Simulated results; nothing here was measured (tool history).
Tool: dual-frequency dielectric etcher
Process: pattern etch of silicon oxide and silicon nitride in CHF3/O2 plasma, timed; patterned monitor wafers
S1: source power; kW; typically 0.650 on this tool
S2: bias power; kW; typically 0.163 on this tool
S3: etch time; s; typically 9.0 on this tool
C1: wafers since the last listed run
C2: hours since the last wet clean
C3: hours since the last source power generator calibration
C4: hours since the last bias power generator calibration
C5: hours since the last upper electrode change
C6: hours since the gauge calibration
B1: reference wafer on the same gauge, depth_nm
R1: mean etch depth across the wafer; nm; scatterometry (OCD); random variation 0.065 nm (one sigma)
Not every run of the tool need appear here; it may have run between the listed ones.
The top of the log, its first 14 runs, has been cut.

{"day": 32.454, "done": "upper electrode replaced"}
{"run": 15, "day": 32.475, "S1": 0.5, "S2": 0.163, "S3": 6.5, "C1": 848, "C2": 94.6, "C3": 169.0, "C4": 87.2, "C5": 0.5, "C6": 336.8, "B1": 14.46, "R1": 8.51}
{"run": 16, "day": 34.379, "S1": 0.81, "S2": 0.138, "S3": 7.5, "C1": 618, "C2": 140.3, "C3": 214.7, "C4": 132.9, "C5": 46.2, "C6": 382.5, "B1": 14.46, "R1": 10.56}
{"run": 17, "day": 42.046, "S1": 0.65, "S2": 0.163, "S3": 9.0, "C1": 2489, "C2": 324.3, "C3": 398.7, "C4": 316.9, "C5": 230.2, "C6": 566.5, "B1": 14.52, "R1": 12.61}
{"run": 18, "day": 44.05, "S1": 0.65, "S2": 0.163, "S3": 9.0, "C1": 650, "C2": 372.4, "C3": 446.8, "C4": 365.0, "C5": 278.3, "C6": 614.6, "B1": 14.54, "R1": 12.49}
{"run": 19, "day": 46.346, "S1": 0.65, "S2": 0.163, "S3": 9.0, "C1": 745, "C2": 427.5, "C3": 501.9, "C4": 420.1, "C5": 333.4, "C6": 669.7, "B1": 14.52, "R1": 12.55}
{"run": 20, "day": 47.562, "S1": 0.71, "S2": 0.163, "S3": 9.0, "C1": 395, "C2": 456.7, "C3": 531.1, "C4": 449.3, "C5": 362.6, "C6": 698.9, "B1": 14.49, "R1": 12.84}
{"run": 21, "day": 48.792, "S1": 0.65, "S2": 0.123, "S3": 9.0, "C1": 399, "C2": 486.2, "C3": 560.6, "C4": 478.8, "C5": 392.1, "C6": 728.4, "B1": 14.51, "R1": 11.48}
{"day": 51.221, "done": "wet clean of the chamber"}
{"run": 22, "day": 51.696, "S1": 0.65, "S2": 0.163, "S3": 9.0, "C1": 618, "C2": 11.4, "C3": 630.3, "C4": 548.5, "C5": 461.8, "C6": 798.1, "B1": 14.5, "R1": 12.38}
{"run": 23, "day": 53.983, "S1": 0.65, "S2": 0.163, "S3": 9.0, "C1": 742, "C2": 66.3, "C3": 685.2, "C4": 603.4, "C5": 516.7, "C6": 853.0, "B1": 14.49, "R1": 12.42}
{"run": 24, "day": 55.625, "S1": 0.65, "S2": 0.163, "S3": 8.0, "C1": 532, "C2": 105.7, "C3": 724.6, "C4": 642.8, "C5": 556.1, "C6": 892.4, "B1": 14.52, "R1": 11.04}
{"run": 25, "day": 61.917, "S1": 0.74, "S2": 0.15, "S3": 10.5, "C1": 2042, "C2": 256.7, "C3": 875.6, "C4": 793.8, "C5": 707.1, "C6": 1043.4, "B1": 14.52, "R1": 14.64}
{"run": 26, "day": 63.117, "S1": 0.79, "S2": 0.163, "S3": 7.0, "C1": 389, "C2": 285.5, "C3": 904.4, "C4": 822.6, "C5": 735.9, "C6": 1072.2, "B1": 14.51, "R1": 10.3}
{"run": 27, "day": 65.858, "S1": 0.65, "S2": 0.192, "S3": 7.5, "C1": 890, "C2": 351.3, "C3": 970.2, "C4": 888.4, "C5": 801.7, "C6": 1138.0, "B1": 14.52, "R1": 10.97}
{"run": 28, "day": 67.742, "S1": 0.65, "S2": 0.195, "S3": 10.0, "C1": 611, "C2": 396.5, "C3": 1015.4, "C4": 933.6, "C5": 846.9, "C6": 1183.2, "B1": 14.48, "R1": 14.62}
{"run": 29, "day": 68.958, "S1": 0.51, "S2": 0.185, "S3": 11.0, "C1": 395, "C2": 425.7, "C3": 1044.6, "C4": 962.8, "C5": 876.1, "C6": 1212.4, "B1": 14.52, "R1": 14.88}
{"run": 30, "day": 70.15, "S1": 0.79, "S2": 0.152, "S3": 7.0, "C1": 386, "C2": 454.3, "C3": 1073.2, "C4": 991.4, "C5": 904.7, "C6": 1241.0, "B1": 14.51, "R1": 9.93}

Each row is a separate what-if for the run after 30, all from the same tool condition, not one after another. Results?
{"run": "A", "day": 70.167, "S1": 0.65, "S2": 0.163, "S3": 9.0, "C1": 5, "C2": 454.7, "C3": 1073.6, "C4": 991.8, "C5": 905.1, "C6": 1241.4, "B1": "?", "R1": "?"}
{"run": "B", "day": 70.167, "S1": 0.72, "S2": 0.145, "S3": 6.5, "C1": 5, "C2": 454.7, "C3": 1073.6, "C4": 991.8, "C5": 905.1, "C6": 1241.4, "B1": "?", "R1": "?"}
{"run": "C", "day": 70.167, "S1": 0.78, "S2": 0.203, "S3": 9.0, "C1": 5, "C2": 454.7, "C3": 1073.6, "C4": 991.8, "C5": 905.1, "C6": 1241.4, "B1": "?", "R1": "?"}
{"run": "D", "day": 70.167, "S1": 0.65, "S2": 0.163, "S3": 8.5, "C1": 5, "C2": 454.7, "C3": 1073.6, "C4": 991.8, "C5": 905.1, "C6": 1241.4, "B1": "?", "R1": "?"}

run=A B1=14.51 R1=12.43
run=B B1=14.51 R1=8.88
run=C B1=14.51 R1=14.01
run=D B1=14.51 R1=11.74
Take away the tool's hidden state, keep each run's random variation, and the runs would have read:
run=A R1=12.61
run=B R1=9.01
run=C R1=14.23
run=D R1=11.91

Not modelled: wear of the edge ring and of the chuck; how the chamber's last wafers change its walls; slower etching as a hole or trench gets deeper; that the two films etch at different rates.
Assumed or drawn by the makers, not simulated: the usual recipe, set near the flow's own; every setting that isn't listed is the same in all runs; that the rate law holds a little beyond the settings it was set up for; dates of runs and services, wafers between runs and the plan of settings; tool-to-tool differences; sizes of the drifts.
